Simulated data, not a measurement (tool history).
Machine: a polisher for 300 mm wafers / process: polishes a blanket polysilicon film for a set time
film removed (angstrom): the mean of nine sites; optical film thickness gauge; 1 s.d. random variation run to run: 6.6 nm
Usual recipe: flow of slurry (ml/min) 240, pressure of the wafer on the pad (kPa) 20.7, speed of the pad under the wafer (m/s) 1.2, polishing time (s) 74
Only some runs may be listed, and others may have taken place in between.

run,hour,flow of slurry (ml/min),pressure of the wafer on the pad (kPa),speed of the pad under the wafer (m/s),polishing time (s),wafers since the last listed run,wafers polished on this pad,hours since the slurry nozzle was cleaned,hours since the head pressure was calibrated,"incoming thickness of the incoming film, nm",film removed (angstrom)
1,0,240,20.7,1.2,74,0,3721,380,639.3,2280.5,7243
# hour 45: slurry nozzle cleaned
# hour 69: worn pad replaced by a new one
2,69.5,240,20.7,1.2,74,667,5,24.5,708.8,2263.9,7355
3,98,240,20.7,1.2,74,295,300,53,737.3,2270.8,7350
4,136.5,240,20.7,1.2,74,398,699,91.5,775.8,2250.5,7326
5,183.9,240,20.7,1.2,74,490,1189,138.9,823.2,2229.7,7345
6,245.3,240,20.7,1.2,74,635,1825,200.3,884.6,2259.3,7336
7,273.7,240,20.7,1.2,74,294,2119,228.7,913,2250,7203
8,331.3,240,23.4,1.2,74,596,2716,286.3,970.6,2240.5,8375
9,365.6,295,20.7,1.2,74,355,3071,320.6,1004.9,2230.8,7410
10,390.5,295,20.7,1.2,74,257,3329,345.5,1029.8,2245.5,7395
11,432.4,295,20.7,1.2,74,433,3763,387.4,1071.7,2268.5,7327
12,497.2,240,20.7,1.2,74,671,4434,452.2,1136.5,2276.7,7133
# hour 523.1: worn pad replaced by a new one
# hour 544.1: slurry nozzle cleaned
13,547.2,240,20.7,1.2,74,466,239,3.1,1186.5,2284.9,6683
14,587.2,240,20.7,1.2,74,414,653,43.1,1226.5,2274,6627
15,618.2,240,20.7,1.2,74,321,975,74.1,1257.5,2309.2,6686
16,675.5,240,20.7,1.44,74,593,1568,131.4,1314.8,2251.8,8101
17,737.6,240,20.7,0.98,74,643,2211,193.5,1376.9,2278.1,5349
# hour 788.2: head pressure recalibrated
18,795.7,205,23.4,1.2,87,580,2792,251.6,7.5,2264,8362
# hour 861.2: slurry nozzle cleaned, repeated, since the last time left the tool worse
# hour 864.9: worn pad replaced by a new one
19,922.4,240,20.7,1.58,56,1264,595,61.2,134.2,2279.7,7327
20,952.1,240,20.7,1.48,74,307,903,90.9,163.9,2307.2,9080
21,979.3,240,20.7,1.2,59,281,1185,118.1,191.1,2301.6,5819
22,1047.8,160,24.1,1.2,81,709,1894,186.6,259.6,2265.1,8672
23,1112.1,240,20.7,1.2,64,665,2560,250.9,323.9,2245.4,6282
24,1149.3,305,17.2,0.8,74,385,2945,288.1,361.1,2288,4165
25,1189.1,240,20.7,1.2,74,412,3357,327.9,400.9,2304.7,7403
26,1217,240,20.7,1.2,74,288,3646,355.8,428.8,2284.2,7200
# hour 1221.6: worn pad replaced by a new one
27,1261.7,240,24.1,1.2,54,421,415,400.5,473.5,2266.7,6098
28,1324.1,215,20.7,1.32,53,646,1061,462.9,535.9,2280.1,5495
# hour 1357.3: slurry nozzle cleaned
29,1358.2,160,16.5,0.98,74,342,1404,0.9,570,2282.6,4520
30,1395.2,240,20.7,1.2,74,383,1787,37.9,607,2286.3,7335
31,1424.7,240,25.5,1.08,74,305,2093,67.4,636.5,2246.5,8144
32,1455.4,300,24.8,1.2,60,317,2411,98.1,667.2,2275.7,7376
33,1499.2,165,20.7,1.2,99,453,2864,141.9,711,2297.9,9242
34,1545.2,295,17.2,1.2,62,476,3341,187.9,757,2270.5,5260
# hour 1566.2: worn pad replaced by a new one
35,1610.2,240,20.7,1.2,74,631,456,252.9,822,2242.9,7257
36,1671.9,240,20.7,1.2,86,638,1094,314.6,883.7,2267.9,8354
37,1740.7,240,20.7,1.2,74,712,1807,383.4,952.5,2246.9,7229

Below are 4 alternative next runs, each starting from the tool's condition after run 37. Predict each:
A,1741.1,215,20.7,1.2,74,4,1811,383.8,952.9,2299.9,?
B,1741.1,240,20.7,0.84,74,4,1811,383.8,952.9,2299.9,?
C,1741.1,240,17.9,1.06,74,4,1811,383.8,952.9,2299.9,?
D,1741.1,240,15.9,1,96,4,1811,383.8,952.9,2299.9,?

run,film removed (angstrom)
A,7010
B,4995
C,5462
D,5914
With no hidden state in the tool, these same runs would have given:
run,film removed (angstrom)
A,7226
B,5131
C,5612
D,6076

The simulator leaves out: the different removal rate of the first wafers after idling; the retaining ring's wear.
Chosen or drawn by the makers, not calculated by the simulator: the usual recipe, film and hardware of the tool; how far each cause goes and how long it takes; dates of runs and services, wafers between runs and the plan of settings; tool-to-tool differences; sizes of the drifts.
